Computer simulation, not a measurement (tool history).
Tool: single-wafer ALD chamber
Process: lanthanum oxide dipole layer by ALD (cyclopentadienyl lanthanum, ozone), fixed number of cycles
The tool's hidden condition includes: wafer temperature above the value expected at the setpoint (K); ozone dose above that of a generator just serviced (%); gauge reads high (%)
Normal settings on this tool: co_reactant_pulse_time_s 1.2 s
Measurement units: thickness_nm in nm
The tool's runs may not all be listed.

run,day,co_reactant_pulse_time_s,wafers since the last listed run,hours since the last thermocouple change,hours since the last ozone generator service,hours since the showerhead was replaced,hours since the gauge calibration,"read-back reference wafer on the same gauge, thickness_nm",thickness_nm
1,0,1.2,0,2343.8,1583.3,2128.5,763.1,0.46,0.501
2,1.196,1.2,642,2372.5,1612,2157.2,791.8,0.46,0.5
3,2.125,1.2,499,2394.8,1634.3,2179.5,814.1,0.46,0.499
4,3.071,1.2,508,2417.5,1657,2202.2,836.8,0.461,0.5
5,3.9,1.2,445,2437.4,1676.9,2222.1,856.7,0.46,0.498
6,5.362,1.2,785,2472.5,1712,2257.2,891.8,0.459,0.498
7,5.888,1.43,281,2485.1,1724.6,2269.8,904.4,0.46,0.529
8,6.504,1.43,331,2499.9,1739.4,2284.6,919.2,0.46,0.528
9,7.546,1.2,559,2524.9,1764.4,2309.6,944.2,0.459,0.494
10,8.408,1.2,463,2545.6,1785.1,2330.3,964.9,0.46,0.496
# day 9.442: gauge calibrated
11,9.779,1.42,736,2578.5,1818,2363.2,8.1,0.46,0.527
12,11.142,1.34,731,2611.2,1850.7,2395.9,40.8,0.46,0.515
13,11.879,1.44,396,2628.9,1868.4,2413.6,58.5,0.461,0.53
# day 13: ozone generator serviced
14,13.121,1.5,487,2658.7,2.9,2443.4,88.3,0.46,0.555
15,14.333,1.4,651,2687.8,32,2472.5,117.4,0.461,0.549
16,15.154,0.79,440,2707.5,51.7,2492.2,137.1,0.46,0.434
17,15.775,1.48,333,2722.4,66.6,2507.1,152,0.46,0.555
18,17.229,0.77,781,2757.3,101.5,2542,186.9,0.459,0.428
19,18.529,0.74,698,2788.5,132.7,2573.2,218.1,0.459,0.412
20,19.904,1.51,738,2821.5,165.7,2606.2,251.1,0.461,0.557
21,20.438,1.41,286,2834.3,178.5,2619,263.9,0.461,0.549
# day 21.033: showerhead replaced
22,21.633,0.85,463,2863,207.2,14.4,292.6,0.46,0.45
# day 22.638: thermocouple changed; heater temperature recalibrated
23,22.658,1.46,371,0.5,231.8,39,317.2,0.46,0.547
24,23.358,0.9,375,17.3,248.6,55.8,334,0.46,0.465
25,24.062,1.2,378,34.2,265.5,72.7,350.9,0.46,0.525
26,24.904,1.47,452,54.4,285.7,92.9,371.1,0.46,0.551
27,26.383,1.2,794,89.9,321.2,128.4,406.6,0.459,0.523
28,27.042,1.2,353,105.7,337,144.2,422.4,0.461,0.525
29,27.65,0.81,326,120.3,351.6,158.8,437,0.46,0.437
30,28.338,1.2,369,136.8,368.1,175.3,453.5,0.46,0.521
31,29.442,1.01,593,163.3,394.6,201.8,480,0.46,0.488
32,30.196,1.2,405,181.4,412.7,219.9,498.1,0.459,0.521
33,31.546,1.59,725,213.8,445.1,252.3,530.5,0.459,0.558

Here are 5 independent what-if runs from the current tool condition. What would each one return?
A,31.562,1.2,8,214.2,445.5,252.7,530.9,?,?
B,31.562,0.99,8,214.2,445.5,252.7,530.9,?,?
C,31.562,0.82,8,214.2,445.5,252.7,530.9,?,?
D,31.562,0.91,8,214.2,445.5,252.7,530.9,?,?
E,31.562,1.37,8,214.2,445.5,252.7,530.9,?,?

run,"read-back reference wafer on the same gauge, thickness_nm",thickness_nm
A,0.46,0.518
B,0.46,0.48
C,0.46,0.432
D,0.46,0.46
E,0.46,0.538
With no hidden state in the tool, these same runs would have given:
run,thickness_nm
A,0.526
B,0.491
C,0.445
D,0.471
E,0.544
